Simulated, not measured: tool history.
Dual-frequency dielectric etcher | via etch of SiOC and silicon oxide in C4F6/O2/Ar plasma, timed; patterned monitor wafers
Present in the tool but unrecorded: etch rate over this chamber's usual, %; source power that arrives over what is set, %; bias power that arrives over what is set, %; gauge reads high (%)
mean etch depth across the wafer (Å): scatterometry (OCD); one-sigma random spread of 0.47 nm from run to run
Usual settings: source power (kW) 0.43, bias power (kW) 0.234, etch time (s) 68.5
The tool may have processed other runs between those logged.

run	day	source power (kW)	bias power (kW)	etch time (s)	wafers since the last listed run	hours since the last wet clean	hours since the last source power generator calibration	hours since the last bias power generator calibration	hours since the last upper electrode change	hours since the gauge calibration	read-back reference wafer on the same gauge, depth_nm	mean etch depth across the wafer (Å)
1	0	0.43	0.234	68.5	0	55.7	3519.7	1501.1	2273.8	2256.2	87.9	796
2	2.662	0.43	0.234	68.5	756	119.6	3583.6	1565	2337.7	2320.1	87.9	789
3	4.629	0.43	0.234	68.5	559	166.8	3630.8	1612.2	2384.9	2367.3	87.8	789
4	6.488	0.43	0.234	68.5	528	211.4	3675.4	1656.8	2429.5	2411.9	87.8	792
5	9.379	0.43	0.234	68.5	822	280.8	3744.8	1726.2	2498.9	2481.3	87.8	792
6	12.367	0.43	0.234	68.5	849	352.5	3816.5	1797.9	2570.6	2553	87.8	799
7	14.292	0.33	0.234	68.5	547	398.7	3862.7	1844.1	2616.8	2599.2	87.9	667
8	17.121	0.38	0.234	54.5	804	466.6	3930.6	1912	2684.7	2667.1	87.7	585
# day 20.208: wet clean of the chamber
9	20.229	0.43	0.184	61.5	599	0.5	4005.2	1986.6	2759.3	2741.7	87.8	661
# day 20.55: bias power generator calibrated
10	22.392	0.34	0.196	81.5	567	52.4	4057.1	44.2	2811.2	2793.6	87.8	770
11	23.633	0.43	0.234	68.5	352	82.2	4086.9	74	2841	2823.4	87.8	796
# day 24.575: source power generator calibrated
12	25.354	0.37	0.208	68.5	441	123.5	18.7	115.3	2882.3	2864.7	87.8	697
# day 26.267: gauge calibrated
13	31.658	0.34	0.286	86.5	1792	274.8	170	266.6	3033.6	129.4	87.7	913
14	33.138	0.38	0.264	49	420	310.3	205.5	302.1	3069.1	164.9	87.9	549
15	35.133	0.51	0.234	68.5	567	358.2	253.4	350	3117	212.8	87.7	871
16	36.667	0.43	0.234	68.5	435	395	290.2	386.8	3153.8	249.6	87.7	788
17	38.188	0.34	0.234	82.5	432	431.5	326.7	423.3	3190.3	286.1	87.8	823
# day 39.7: wet clean of the chamber
# day 40.988: upper electrode replaced
18	41.133	0.43	0.234	62	268	34.4	397.4	494	3.5	356.8	87.8	720
19	42.762	0.43	0.234	68.5	463	73.5	436.5	533.1	42.6	395.9	87.8	794
20	45.196	0.43	0.21	79	691	131.9	494.9	591.5	101	454.3	87.8	883
21	46.208	0.37	0.234	68.5	287	156.2	519.2	615.8	125.3	478.6	87.8	727
22	48.408	0.43	0.234	68.5	625	209	572	668.6	178.1	531.4	87.7	800
23	49.867	0.43	0.234	79	414	244	607	703.6	213.1	566.4	87.8	914
24	54.279	0.43	0.234	68.5	1254	349.9	712.9	809.5	319	672.3	87.9	793
25	56.896	0.43	0.234	68.5	743	412.7	775.7	872.3	381.8	735.1	87.8	795
26	58.417	0.37	0.29	78	432	449.2	812.2	908.8	418.3	771.6	87.8	884
# day 59.65: wet clean of the chamber
27	60.767	0.43	0.234	68.5	383	26.8	868.6	965.2	474.7	828	87.7	788
28	63.5	0.43	0.263	57.5	777	92.4	934.2	1030.8	540.3	893.6	87.8	692
29	65.167	0.43	0.234	68.5	473	132.4	974.2	1070.8	580.3	933.6	87.7	792

Alternative continuations, all from the tool just after run 29; predict every row:
A	65.183	0.43	0.234	60.5	4	132.8	974.6	1071.2	580.7	934	?	?
B	65.183	0.43	0.234	61	4	132.8	974.6	1071.2	580.7	934	?	?
C	65.183	0.53	0.188	49	4	132.8	974.6	1071.2	580.7	934	?	?
D	65.183	0.4	0.234	50	4	132.8	974.6	1071.2	580.7	934	?	?
E	65.183	0.38	0.261	53	4	132.8	974.6	1071.2	580.7	934	?	?

run	read-back reference wafer on the same gauge, depth_nm	mean etch depth across the wafer (Å)
A	87.8	705
B	87.8	711
C	87.8	601
D	87.8	558
E	87.8	594
Take away the tool's hidden state, keep each run's random variation, and the runs would have read:
run	mean etch depth across the wafer (Å)
A	705
B	711
C	601
D	558
E	594
